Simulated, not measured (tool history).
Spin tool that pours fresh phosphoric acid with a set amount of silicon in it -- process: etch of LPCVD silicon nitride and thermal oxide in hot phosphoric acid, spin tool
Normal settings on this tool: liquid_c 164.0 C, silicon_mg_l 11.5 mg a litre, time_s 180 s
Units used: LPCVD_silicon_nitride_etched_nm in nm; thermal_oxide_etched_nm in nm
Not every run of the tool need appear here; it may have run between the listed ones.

run,hour,liquid_c,silicon_mg_l,time_s,"read-back film thickness of the LPCVD silicon nitride reference wafer, read on the same gauge (nm)","read-back film thickness of the thermal oxide reference wafer, read on the same gauge (nm)",LPCVD_silicon_nitride_etched_nm,thermal_oxide_etched_nm
1,0.0,164.0,14.0,180,70.02,99.978,19.02,0.545
2,68.0,164.0,14.0,180,70.00,99.998,18.97,0.587
# hour 81.0: heated supply line repaired
3,119.9,164.0,14.0,180,69.96,100.037,19.27,0.483
4,165.1,164.0,9.0,180,70.01,99.986,19.03,0.647
5,305.4,164.0,9.0,180,70.00,100.058,19.21,0.610
# hour 331.5: thermometer replaced
# hour 500.9: gauge calibrated
6,514.1,164.0,9.0,180,70.00,100.036,17.89,0.493
7,562.0,164.0,11.5,180,70.02,100.002,18.06,0.535
8,593.3,166.5,5.5,270,70.03,99.997,29.35,1.090
9,644.7,164.0,11.5,80,69.99,99.990,8.05,0.239
# hour 692.1: dissolved silicon flow meter replaced
10,701.0,164.0,5.0,180,70.02,99.995,18.16,0.654
11,769.5,166.5,4.0,180,69.99,99.996,19.99,0.759
12,831.5,164.0,11.5,180,70.04,99.987,18.61,0.557
# hour 862.3: heated supply line repaired
13,895.6,164.0,11.5,270,70.04,99.960,27.75,0.831
14,947.2,166.5,18.5,180,70.00,99.997,20.05,0.510
15,993.0,163.0,11.5,80,69.98,99.977,8.08,0.213
16,1025.7,164.0,11.5,180,69.98,99.964,18.49,0.509
17,1072.6,164.0,11.5,180,70.04,100.029,18.43,0.550
18,1138.2,162.5,11.5,105,69.98,99.997,10.25,0.287
19,1164.0,164.0,11.5,180,70.01,100.034,18.80,0.547
20,1221.6,164.0,20.0,180,69.98,100.008,19.13,0.464
21,1288.1,164.0,11.5,125,70.01,99.994,13.30,0.439

What if the next run were any one of these 5? Each begins from the tool's condition after run 21:
A,1288.6,164.0,11.5,115,?,?,?,?
B,1288.6,164.0,11.5,135,?,?,?,?
C,1288.6,163.0,7.0,220,?,?,?,?
D,1288.6,167.0,11.5,180,?,?,?,?
E,1288.6,165.5,8.5,180,?,?,?,?

run,"read-back film thickness of the LPCVD silicon nitride reference wafer, read on the same gauge (nm)","read-back film thickness of the thermal oxide reference wafer, read on the same gauge (nm)",LPCVD_silicon_nitride_etched_nm,thermal_oxide_etched_nm
A,70.02,100.004,12.26,0.345
B,70.02,100.004,14.39,0.405
C,70.02,100.004,22.69,0.678
D,70.02,100.004,21.14,0.670
E,70.02,100.004,20.14,0.644
Had the tool no hidden state, the same runs would have come out as:
run,LPCVD_silicon_nitride_etched_nm,thermal_oxide_etched_nm
A,11.40,0.295
B,13.39,0.346
C,21.10,0.578
D,19.69,0.573
E,18.75,0.549
